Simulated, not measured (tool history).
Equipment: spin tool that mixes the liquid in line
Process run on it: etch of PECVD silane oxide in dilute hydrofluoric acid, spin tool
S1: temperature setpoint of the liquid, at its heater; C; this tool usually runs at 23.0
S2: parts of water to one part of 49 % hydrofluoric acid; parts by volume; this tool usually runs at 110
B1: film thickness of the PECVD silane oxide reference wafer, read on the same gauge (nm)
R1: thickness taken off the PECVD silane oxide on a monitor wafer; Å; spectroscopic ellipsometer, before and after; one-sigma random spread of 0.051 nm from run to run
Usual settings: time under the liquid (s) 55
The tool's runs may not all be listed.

Run 1, hour 0.0: usual settings; B1 119.98. Result: R1 81.5 Å.
Run 2, hour 12.3: usual settings; B1 120.03. Result: R1 82.3 Å.
Run 3, hour 20.3: usual settings but time under the liquid (s) 75; B1 120.00. Result: R1 112.5 Å.
Run 4, hour 32.2: usual settings; B1 120.00. Result: R1 82.3 Å.
Run 5, hour 49.3: usual settings; B1 120.02. Result: R1 81.2 Å.
Run 6, hour 59.8: usual settings; B1 119.97. Result: R1 82.3 Å.
Run 7, hour 68.3: usual settings but S2 85 parts by volume; B1 119.99. Result: R1 109.0 Å.
Run 8, hour 79.0: usual settings but S1 26.5 C, time under the liquid (s) 50; B1 119.99. Result: R1 85.4 Å.
Run 9, hour 97.0: usual settings but S1 26.5 C, time under the liquid (s) 50; B1 120.00. Result: R1 85.8 Å.
Run 10, hour 108.7: usual settings but S1 27.0 C, time under the liquid (s) 90; B1 119.99. Result: R1 156.0 Å.
Run 11, hour 125.7: usual settings but S1 25.0 C, S2 135 parts by volume, time under the liquid (s) 35; B1 119.99. Result: R1 43.8 Å.
Run 12, hour 138.9: usual settings but S1 25.5 C, S2 160 parts by volume, time under the liquid (s) 65; B1 119.98. Result: R1 68.9 Å.
Run 13, hour 176.1: usual settings but S1 20.0 C; B1 119.99. Result: R1 72.5 Å.
Run 14, hour 193.2: usual settings but S1 25.5 C; B1 120.02. Result: R1 90.2 Å.
Run 15, hour 208.1: usual settings but S1 21.5 C, S2 85 parts by volume; B1 119.96. Result: R1 102.8 Å.
Run 16, hour 221.5: usual settings; B1 120.00. Result: R1 81.7 Å.
Run 17, hour 228.5: usual settings; B1 119.99. Result: R1 76.2 Å.
Run 18, hour 236.9: usual settings but S1 25.5 C, time under the liquid (s) 70; B1 120.00. Result: R1 107.6 Å.
Run 19, hour 248.4: usual settings but S1 20.0 C, S2 165 parts by volume, time under the liquid (s) 25; B1 120.02. Result: R1 19.4 Å.
Run 20, hour 255.9: usual settings but time under the liquid (s) 30; B1 120.02. Result: R1 41.9 Å.
Run 21, hour 269.2: usual settings but S1 19.5 C, time under the liquid (s) 45; B1 119.99. Result: R1 54.1 Å.
Run 22, hour 286.5: usual settings but S1 19.5 C, time under the liquid (s) 35; B1 120.00. Result: R1 42.3 Å.
Run 23, hour 312.6: usual settings; B1 120.01. Result: R1 77.0 Å.
Run 24, hour 329.1: usual settings but S1 25.0 C, S2 135 parts by volume, time under the liquid (s) 35; B1 119.98. Result: R1 40.8 Å.
Run 25, hour 341.9: usual settings; B1 120.01. Result: R1 76.0 Å.
Run 26, hour 354.0: usual settings but S1 20.0 C, S2 85 parts by volume, time under the liquid (s) 40; B1 120.01. Result: R1 75.0 Å.
Run 27, hour 369.2: usual settings but S1 27.5 C, S2 135 parts by volume, time under the liquid (s) 20; B1 120.00. Result: R1 29.7 Å.
Run 28, hour 386.1: usual settings; B1 120.01. Result: R1 87.8 Å.
Run 29, hour 394.1: usual settings; B1 120.00. Result: R1 87.5 Å.
Run 30, hour 401.1: usual settings but S1 20.5 C, S2 135 parts by volume; B1 120.02. Result: R1 63.5 Å.
Run 31, hour 410.3: usual settings but S1 21.0 C, S2 95 parts by volume; B1 120.00. Result: R1 95.5 Å.
Run 32, hour 419.0: usual settings but S1 18.5 C, S2 145 parts by volume, time under the liquid (s) 40; B1 120.00. Result: R1 39.0 Å.

Taken out of this log: 4 entries between the listed runs. Where each belongs, and how the hidden state differs across it:
From run 16 to run 17: hydrofluoric acid flow meter replaced (hour 226.4)
  hydrofluoric acid flow below the setpoint (%): 6.57 -> 11.3
  measured result minus the result with no hidden state, R1: -6.5 -> -11.1 Å
From run 19 to run 20: gauge calibrated (hour 255.3)
  no difference in the tool's unlogged condition between these two runs
  measured result minus the result with no hidden state, R1: -2.9 -> -6.2 Å
From run 20 to run 21: thermometer replaced (hour 267.5)
  no difference in the tool's unlogged condition between these two runs
  measured result minus the result with no hidden state, R1: -6.2 -> -8.0 Å
From run 25 to run 26: hydrofluoric acid flow meter replaced, repeated, since the last time left the tool worse (hour 347.0)
  hydrofluoric acid flow below the setpoint (%): 11.7 -> 0.189
  measured result minus the result with no hidden state, R1: -11.6 -> -0.1 Å
